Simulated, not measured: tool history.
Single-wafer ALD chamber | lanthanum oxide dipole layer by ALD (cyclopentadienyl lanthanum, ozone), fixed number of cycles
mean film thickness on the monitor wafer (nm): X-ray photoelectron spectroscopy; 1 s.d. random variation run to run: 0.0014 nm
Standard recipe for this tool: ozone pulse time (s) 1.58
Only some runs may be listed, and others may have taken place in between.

run,hour,ozone pulse time (s),wafers since the last listed run,hours since the last thermocouple change,hours since the last ozone generator service,hours since the showerhead was replaced,hours since the gauge calibration,"read-back reference wafer on the same gauge, thickness_nm",mean film thickness on the monitor wafer (nm)
1,0.0,1.58,0,515.2,43.5,5671.3,271.7,0.532,0.551
2,44.5,1.58,898,559.7,88.0,5715.8,316.2,0.532,0.552
3,100.2,1.58,1125,615.4,143.7,5771.5,371.9,0.532,0.552
4,149.1,1.79,987,664.3,192.6,5820.4,420.8,0.531,0.562
5,179.3,1.79,610,694.5,222.8,5850.6,451.0,0.532,0.562
6,237.1,1.79,1167,752.3,280.6,5908.4,508.8,0.532,0.560
7,285.1,1.44,969,800.3,328.6,5956.4,556.8,0.532,0.538
8,345.3,1.44,1216,860.5,388.8,6016.6,617.0,0.532,0.537
9,405.3,1.44,1212,920.5,448.8,6076.6,677.0,0.532,0.537
10,453.2,1.58,967,968.4,496.7,6124.5,724.9,0.532,0.545
11,499.8,1.32,941,1015.0,543.3,6171.1,771.5,0.532,0.521
12,563.4,1.32,1284,1078.6,606.9,6234.7,835.1,0.532,0.520
13,590.6,1.04,549,1105.8,634.1,6261.9,862.3,0.532,0.473
14,619.8,1.81,589,1135.0,663.3,6291.1,891.5,0.532,0.556
# hour 643.5: ozone generator serviced
15,648.6,1.06,420,1163.8,5.1,6319.9,920.3,0.532,0.495
16,714.0,1.18,1321,1229.2,70.5,6385.3,985.7,0.532,0.512
# hour 724.3: thermocouple changed; heater temperature recalibrated
17,768.4,1.23,937,44.1,124.9,6439.7,1040.1,0.532,0.521
18,865.6,1.58,1963,141.3,222.1,6536.9,1137.3,0.532,0.549
19,934.3,1.37,1387,210.0,290.8,6605.6,1206.0,0.532,0.532
# hour 944.0: gauge calibrated
# hour 969.7: showerhead replaced, of another model than before
20,973.0,2.04,620,248.7,329.5,3.3,29.0,0.532,0.571
21,1019.4,1.58,937,295.1,375.9,49.7,75.4,0.532,0.544
22,1082.4,1.58,1272,358.1,438.9,112.7,138.4,0.532,0.542
23,1149.7,0.99,1359,425.4,506.2,180.0,205.7,0.532,0.359
24,1196.1,1.06,937,471.8,552.6,226.4,252.1,0.532,0.398
25,1231.0,2.18,705,506.7,587.5,261.3,287.0,0.532,0.568
26,1265.6,2.21,698,541.3,622.1,295.9,321.6,0.532,0.572
27,1299.1,1.05,676,574.8,655.6,329.4,355.1,0.532,0.385
28,1352.3,1.58,1074,628.0,708.8,382.6,408.3,0.532,0.533
# hour 1369.6: ozone generator serviced
29,1398.8,1.25,777,674.5,29.2,429.1,454.8,0.532,0.502
30,1466.2,2.13,1361,741.9,96.6,496.5,522.2,0.532,0.577
31,1534.0,1.21,1369,809.7,164.4,564.3,590.0,0.532,0.483
32,1568.9,1.58,705,844.6,199.3,599.2,624.9,0.532,0.548
33,1608.0,1.00,789,883.7,238.4,638.3,664.0,0.532,0.386

Run-by-run hidden state of the tool:
wafer temperature above the value expected at the setpoint (K): 0 on each run
gauge reads high (%): 0 on each run
H1: ozone dose above that of a generator just serviced (%)
run,H1
1,-0.763
2,-1.44
3,-2.3
4,-3.04
5,-3.51
6,-4.39
7,-5.13
8,-6.05
9,-6.97
10,-7.7
11,-8.41
12,-9.39
13,-9.8
14,-10.2
15,-1.15
16,-2.15
17,-2.98
18,-4.47
19,-5.52
20,-6.11
21,-6.82
22,-7.79
23,-8.82
24,-9.53
25,-10.1
26,-10.6
27,-11.1
28,-11.9
29,-1.01
30,-2.04
31,-3.08
32,-3.61
33,-4.21
